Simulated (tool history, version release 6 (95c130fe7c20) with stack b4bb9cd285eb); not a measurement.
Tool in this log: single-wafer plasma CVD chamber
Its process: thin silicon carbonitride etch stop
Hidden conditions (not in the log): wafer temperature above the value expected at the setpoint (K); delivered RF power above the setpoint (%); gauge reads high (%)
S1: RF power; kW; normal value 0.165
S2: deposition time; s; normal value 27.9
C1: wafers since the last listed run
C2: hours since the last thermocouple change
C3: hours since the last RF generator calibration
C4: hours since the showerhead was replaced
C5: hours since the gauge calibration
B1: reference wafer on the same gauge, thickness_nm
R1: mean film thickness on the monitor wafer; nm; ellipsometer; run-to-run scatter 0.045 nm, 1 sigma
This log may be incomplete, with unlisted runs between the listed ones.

run   hour     S1    S2    C1      C2     C3      C4     C5      B1      R1
  1    0.0  0.165  30.4     0  1862.4  563.9  5259.6  595.3  14.399  16.495
  2   12.8  0.165  27.9   232  1875.2  576.7  5272.4  608.1  14.403  15.053
  3   37.6  0.165  27.9   450  1900.0  601.5  5297.2  632.9  14.396  15.155
  4   69.8  0.165  27.9   584  1932.2  633.7  5329.4  665.1  14.393  15.124
  5   86.1  0.165  27.9   296  1948.5  650.0  5345.7  681.4  14.392  15.087
  6  106.3  0.165  27.9   366  1968.7  670.2  5365.9  701.6  14.402  15.123
  7  128.0  0.180  27.9   394  1990.4  691.9  5387.6  723.3  14.409  15.459
  8  210.2  0.180  27.9  1492  2072.6  774.1  5469.8  805.5  14.400  15.390
  9  223.3  0.165  27.9   237  2085.7  787.2  5482.9  818.6  14.401  15.001
     247.7  -- gauge calibrated
 10  252.0  0.165  27.9   521  2114.4  815.9  5511.6    4.3  14.400  14.992
 11  282.4  0.165  27.9   552  2144.8  846.3  5542.0   34.7  14.392  14.973
     296.3  -- showerhead replaced
 12  314.9  0.165  24.4   444  2177.3  878.8    18.6   67.2  14.410  13.132
 13  332.2  0.165  27.9   314  2194.6  896.1    35.9   84.5  14.415  14.951
 14  362.3  0.165  27.9   546  2224.7  926.2    66.0  114.6  14.400  14.971
 15  380.7  0.165  25.2   334  2243.1  944.6    84.4  133.0  14.388  13.547
 16  399.5  0.165  25.2   341  2261.9  963.4   103.2  151.8  14.404  13.510
     460.4  -- thermocouple changed; heater temperature recalibrated
     500.7  -- RF generator calibrated
 17  501.2  0.195  32.1  1556    40.8    0.5   204.9  253.5  14.405  18.274
 18  517.8  0.155  29.8   301    57.4   17.1   221.5  270.1  14.398  15.978
 19  593.3  0.190  27.9  1371   132.9   92.6   297.0  345.6  14.407  15.813
 20  618.0  0.165  27.9   448   157.6  117.3   321.7  370.3  14.399  15.248
 21  645.4  0.195  27.9   497   185.0  144.7   349.1  397.7  14.395  15.921
 22  667.5  0.165  26.2   401   207.1  166.8   371.2  419.8  14.406  14.294
 23  688.2  0.145  31.4   375   227.8  187.5   391.9  440.5  14.392  16.601
 24  713.1  0.165  25.2   452   252.7  212.4   416.8  465.4  14.405  13.744

Run 25 is up next; what results do you expect?
 25  727.5  0.145  27.9  261  267.1  226.8  431.2  479.8   ?   ?

{"run 25": {"B1": 14.396, "R1": 14.777}}
Take away the tool's hidden state, keep the run-to-run variation as it was, and the same run would have given R1 14.795 nm.

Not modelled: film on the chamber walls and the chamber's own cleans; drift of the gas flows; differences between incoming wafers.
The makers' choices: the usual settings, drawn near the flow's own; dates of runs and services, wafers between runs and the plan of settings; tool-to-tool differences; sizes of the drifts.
